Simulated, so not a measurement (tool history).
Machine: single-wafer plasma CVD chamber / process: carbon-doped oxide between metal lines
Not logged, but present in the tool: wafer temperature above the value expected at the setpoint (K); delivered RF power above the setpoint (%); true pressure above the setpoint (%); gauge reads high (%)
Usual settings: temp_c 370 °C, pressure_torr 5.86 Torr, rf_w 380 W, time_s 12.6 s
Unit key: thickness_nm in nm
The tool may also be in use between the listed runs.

run   hour  temp_c  pressure_torr  rf_w  time_s  wafers since the last listed run  hours since the last thermocouple change  hours since the last RF generator calibration  hours since the last manometer calibration  hours since the showerhead was replaced  hours since the gauge calibration  read-back reference wafer on the same gauge, thickness_nm  thickness_nm
  1    0.0     370           5.86   380    11.2                                 0                                     907.8                                          385.4                                       537.4                                   5737.6                              812.1                                                     55.658        46.443
  2   26.1     370           5.86   335    12.6                              1329                                     933.9                                          411.5                                       563.5                                   5763.7                              838.2                                                     55.598        47.667
  3   53.0     370           5.86   335    12.6                              1370                                     960.8                                          438.4                                       590.4                                   5790.6                              865.1                                                     55.600        47.372
  4  108.3     370           5.86   335    12.6                              2816                                    1016.1                                          493.7                                       645.7                                   5845.9                              920.4                                                     55.582        47.595
  5  171.0     370           6.46   380    13.8                              3193                                    1078.8                                          556.4                                       708.4                                   5908.6                              983.1                                                     55.556        57.329
  6  230.1     370           5.86   380    12.6                              3010                                    1137.9                                          615.5                                       767.5                                   5967.7                             1042.2                                                     55.565        51.922
     280.3  -- thermocouple changed; heater temperature recalibrated
  7  298.4     370           5.86   380    12.6                              3071                                      18.1                                          683.8                                       835.8                                   6036.0                             1110.5                                                     55.596        51.738
  8  331.0     370           5.86   380    12.6                              1660                                      50.7                                          716.4                                       868.4                                   6068.6                             1143.1                                                     55.599        51.526
  9  366.4     370           5.86   380    12.6                              1802                                      86.1                                          751.8                                       903.8                                   6104.0                             1178.5                                                     55.605        51.713
     425.0  -- showerhead replaced
 10  425.5     370           5.86   380    12.6                              2602                                     145.2                                          810.9                                       962.9                                      0.5                             1237.6                                                     55.589        51.412
 11  454.6     370           5.86   380    12.6                              1482                                     174.3                                          840.0                                       992.0                                     29.6                             1266.7                                                     55.665        51.657
 12  522.4     359           7.27   380    12.6                              3453                                     242.1                                          907.8                                      1059.8                                     97.4                             1334.5                                                     55.555        53.375
 13  556.0     370           5.86   420    13.9                              1711                                     275.7                                          941.4                                      1093.4                                    131.0                             1368.1                                                     55.564        60.853
 14  626.1     370           5.86   380    12.6                              3570                                     345.8                                         1011.5                                      1163.5                                    201.1                             1438.2                                                     55.561        51.607
     637.5  -- thermocouple changed; heater temperature recalibrated, repeated, since the last time left the tool worse
     638.6  -- capacitance manometer re-zeroed and calibrated
 15  673.1     379           7.18   360    13.4                              1929                                      35.6                                         1058.5                                        34.5                                    248.1                             1485.2                                                     55.638        53.174
 16  722.3     361           6.56   435    11.4                              2505                                      84.8                                         1107.7                                        83.7                                    297.3                             1534.4                                                     55.582        53.605
     738.0  -- gauge calibrated
     785.8  -- RF generator calibrated
 17  794.1     375           6.41   320    12.6                              3249                                     156.6                                            8.3                                       155.5                                    369.1                               56.1                                                     55.574        46.295
 18  855.9     380           5.86   380    12.6                              3147                                     218.4                                           70.1                                       217.3                                    430.9                              117.9                                                     55.577        51.384
 19  883.4     370           5.86   380    12.6                              1400                                     245.9                                           97.6                                       244.8                                    458.4                              145.4                                                     55.617        52.291
 20  918.2     370           5.86   305    11.0                              1772                                     280.7                                          132.4                                       279.6                                    493.2                              180.2                                                     55.580        39.239
 21  948.4     370           7.23   380    12.6                              1538                                     310.9                                          162.6                                       309.8                                    523.4                              210.4                                                     55.574        52.902
 22  979.6     370           5.86   400    12.6                              1589                                     342.1                                          193.8                                       341.0                                    554.6                              241.6                                                     55.662        54.121

Run 23 is up next; what results do you expect?
 23  1029.9     370           5.86   380    12.6                              2561                                     392.4                                          244.1                                       391.3                                    604.9                              291.9                                                          ?             ?

Run 23 yielded read-back reference wafer on the same gauge, thickness_nm 55.558, thickness_nm 52.050 nm.
On a tool with no hidden condition, and with the same random variation, this run would have come out at thickness_nm 52.227 nm.
